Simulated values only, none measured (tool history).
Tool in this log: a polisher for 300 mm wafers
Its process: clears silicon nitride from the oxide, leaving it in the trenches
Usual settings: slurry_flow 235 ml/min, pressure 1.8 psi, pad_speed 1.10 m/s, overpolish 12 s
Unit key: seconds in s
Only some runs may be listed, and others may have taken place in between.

run,hour,slurry_flow,pressure,pad_speed,overpolish,wafers since the last listed run,wafers polished on this pad,hours since the slurry nozzle was cleaned,hours since the head pressure was calibrated,"incoming thickness of the incoming film, nm",seconds
1,0.0,235,1.8,1.10,12,0,628,610.1,544.4,50.1,63.3
2,9.0,235,1.8,1.10,12,83,712,619.1,553.4,50.1,63.3
3,21.7,235,1.8,1.10,12,117,829,631.8,566.1,50.1,64.2
4,35.9,235,1.8,1.10,12,131,961,646.0,580.3,49.4,63.0
# hour 64.1: worn pad replaced by a new one
# hour 79.0: slurry nozzle cleaned
5,79.7,235,2.0,1.40,12,359,135,0.7,624.1,50.6,43.4
6,93.6,235,2.0,1.40,12,128,264,14.6,638.0,50.1,43.5
7,106.5,235,2.2,1.10,12,119,383,27.5,650.9,49.7,49.6
8,122.8,235,2.2,1.10,12,150,534,43.8,667.2,50.6,50.6
9,132.5,290,2.4,0.78,14,89,624,53.5,676.9,50.7,64.9
10,139.7,155,1.4,1.10,12,66,691,60.7,684.1,50.4,82.3
11,150.3,210,1.8,1.10,12,98,789,71.3,694.7,50.9,63.1
# hour 161.9: head pressure recalibrated
12,162.4,235,2.2,1.10,17,93,882,83.4,0.5,50.1,54.4
13,171.0,235,1.8,1.10,12,79,962,92.0,9.1,49.2,66.5
14,180.8,235,1.8,1.10,12,90,1053,101.8,18.9,49.5,66.8
# hour 193.4: worn pad replaced by a new one
15,194.9,205,1.8,1.36,12,93,13,115.9,33.0,50.6,53.6

What will run 16 give?
16,208.5,180,2.3,1.10,12,125,139,129.5,46.6,49.7,?

seconds: 52.1 s
Minus the tool's unlogged condition, the same run would have read seconds 51.7 s.
